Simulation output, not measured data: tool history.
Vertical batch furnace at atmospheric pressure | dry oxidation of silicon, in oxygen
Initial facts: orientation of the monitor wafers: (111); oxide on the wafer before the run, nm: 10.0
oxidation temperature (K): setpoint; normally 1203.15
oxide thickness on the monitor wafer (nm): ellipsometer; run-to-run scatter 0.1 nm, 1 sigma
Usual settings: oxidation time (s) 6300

| run | day | oxidation temperature (K) | oxidation time (s) | wafers since the last listed run | hours since the last temperature calibration | hours since the boat lift was adjusted | hours since the gauge calibration | read-back reference wafer on the same gauge, thickness | oxide thickness on the monitor wafer (nm) |
|---|---|---|---|---|---|---|---|---|---|
| 1 | 0.000 | 1203.15 | 6300 | 0 | 2392.3 | 4179.6 | 666.5 | 48.50 | 58.42 |
| 2 | 2.992 | 1203.15 | 6300 | 660 | 2464.1 | 4251.4 | 738.3 | 48.51 | 58.42 |
| 3 | 6.725 | 1203.15 | 6300 | 823 | 2553.7 | 4341.0 | 827.9 | 48.49 | 58.22 |
| 4 | 10.667 | 1203.15 | 6300 | 869 | 2648.3 | 4435.6 | 922.5 | 48.52 | 58.47 |
| 5 | 13.671 | 1203.15 | 6300 | 662 | 2720.4 | 4507.7 | 994.6 | 48.54 | 58.42 |
| 6 | 18.096 | 1203.15 | 6300 | 976 | 2826.6 | 4613.9 | 1100.8 | 48.53 | 58.48 |
|  | 19.125 | thermocouples replaced and temperature profile calibrated |
| 7 | 22.446 | 1203.15 | 6300 | 739 | 79.7 | 4718.3 | 1205.2 | 48.50 | 57.36 |
| 8 | 24.417 | 1193.15 | 7860 | 434 | 127.0 | 4765.6 | 1252.5 | 48.55 | 60.54 |
|  | 24.454 | gauge calibrated |
| 9 | 27.325 | 1193.15 | 7860 | 641 | 196.8 | 4835.4 | 68.9 | 48.49 | 60.47 |
| 10 | 31.796 | 1203.15 | 6300 | 986 | 304.1 | 4942.7 | 176.2 | 48.51 | 57.24 |
| 11 | 33.771 | 1190.15 | 4980 | 435 | 351.5 | 4990.1 | 223.6 | 48.51 | 44.22 |
| 12 | 36.971 | 1216.15 | 8370 | 706 | 428.3 | 5066.9 | 300.4 | 48.51 | 76.10 |
| 13 | 40.562 | 1183.15 | 5190 | 792 | 514.5 | 5153.1 | 386.6 | 48.50 | 42.51 |
|  | 41.708 | boat lift adjusted |
| 14 | 44.596 | 1203.15 | 6300 | 669 | 611.3 | 69.3 | 483.4 | 48.50 | 59.18 |
| 15 | 47.258 | 1203.15 | 3300 | 587 | 675.2 | 133.2 | 547.3 | 48.51 | 39.69 |
| 16 | 50.104 | 1217.15 | 7710 | 627 | 743.5 | 201.5 | 615.6 | 48.48 | 75.58 |
| 17 | 51.779 | 1203.15 | 6300 | 369 | 783.7 | 241.7 | 655.8 | 48.50 | 59.29 |
| 18 | 53.438 | 1189.15 | 8100 | 365 | 823.5 | 281.5 | 695.6 | 48.52 | 61.64 |

A few steps of oxide thickness on the monitor wafer (nm) between consecutive runs. Split each: what settings, incoming material and random variation would produce without the hidden state, and what is left over for the hidden state, along with gauge scatter present in only one of the two compared results (measured, and without hidden state):
Unlogged tool condition in this case: true tube temperature minus thermocouple reading, K; monitor wafer colder than the profiled boat position, K; gauge reads high (%).
Run 13 -> 14: oxidation temperature (K) 1183.15 -> 1203.15, oxidation time (s) 5190 -> 6300, boat lift adjusted. oxide thickness on the monitor wafer (nm) +16.67: hidden state +1.77, all else +14.90.
Run 15 -> 16: oxidation temperature (K) 1203.15 -> 1217.15, oxidation time (s) 3300 -> 7710. oxide thickness on the monitor wafer (nm) +35.89: hidden state +0.14, all else +35.75.
